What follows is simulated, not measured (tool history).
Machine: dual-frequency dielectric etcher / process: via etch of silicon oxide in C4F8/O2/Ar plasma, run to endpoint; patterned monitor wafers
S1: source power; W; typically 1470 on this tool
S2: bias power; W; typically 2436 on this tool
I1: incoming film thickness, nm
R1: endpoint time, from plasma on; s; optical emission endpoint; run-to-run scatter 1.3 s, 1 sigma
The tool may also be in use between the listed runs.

run	hour	S1	S2	I1	R1
1	0	1470	2436	1778.6	370.2
2	105.3	1470	2436	1780.9	373.9
3	205	1470	2436	1788.6	378.2
# hour 261.4: wet clean of the chamber
4	310.9	1470	2436	1801.5	369.5
5	393.5	1550	2860	1779.1	338.9
6	463.4	1550	2860	1788.5	338.7
7	525.4	1260	1982	1792.9	430.7
8	593	1260	1982	1798.8	435
9	631.6	1470	2436	1762.5	366
10	699.7	1470	2436	1792.5	374.1
# hour 889.2: wet clean of the chamber
11	903.1	1470	2436	1795.4	369.1
12	939.5	1470	2916	1787.7	339.1
# hour 976.8: source power generator calibrated
13	1013.3	1470	2916	1800.9	342
14	1112.7	1470	2916	1796.8	340.3
15	1216.5	1710	2436	1782.8	348.7
16	1300.6	1710	2436	1796.6	350.6
17	1364.6	1470	2669	1782.5	354.1
# hour 1463.4: wet clean of the chamber
18	1463.9	1170	2436	1781.4	389.1
# hour 1511.9: upper electrode replaced
19	1512.4	1470	2436	1797.5	366.3
20	1598.6	1470	2436	1774.8	361.4
# hour 1654.3: bias power generator calibrated
21	1701.8	1470	2436	1807.2	381.2
22	1776.1	1150	2833	1773.1	384.2
23	1995.2	1380	2825	1802.7	369.1
# hour 2075.3: wet clean of the chamber
24	2185.6	1340	1941	1782.7	431.5
25	2308.8	1470	2436	1793.6	379.4
26	2369.8	1740	2851	1790.5	336.2
27	2424.1	1320	3002	1796.3	360.4
28	2462.7	1150	2833	1792	388
# hour 2560.4: wet clean of the chamber
29	2560.9	1470	2200	1797.6	394.8
30	2638.1	1660	2722	1777.2	343.8
31	2703.9	1470	2809	1771.3	353.5
32	2759.9	1470	2916	1779.7	345.8

Measured minus without-hidden-state, run by run (identical run-to-run variation in each term; gauge scatter may differ):
The tool's hidden condition here consists of: etch rate over this chamber's usual, %; source power that arrives over what is set, %; bias power that arrives over what is set, %.
run	R1
1	+0.6
2	+2
3	+3.2
4	-3.3
5	-2.3
6	-1.6
7	-0.7
8	+0.3
9	+0.4
10	+1.1
11	-5.8
12	-5.2
13	-4.6
14	-3.6
15	-2.2
16	-1.4
17	-1
18	-10.5
19	-9.3
20	-8.3
21	+5.6
22	+6.9
23	+9.8
24	+5.4
25	+6.7
26	+6.7
27	+8
28	+9.2
29	+2.8
30	+3.5
31	+4.4
32	+5

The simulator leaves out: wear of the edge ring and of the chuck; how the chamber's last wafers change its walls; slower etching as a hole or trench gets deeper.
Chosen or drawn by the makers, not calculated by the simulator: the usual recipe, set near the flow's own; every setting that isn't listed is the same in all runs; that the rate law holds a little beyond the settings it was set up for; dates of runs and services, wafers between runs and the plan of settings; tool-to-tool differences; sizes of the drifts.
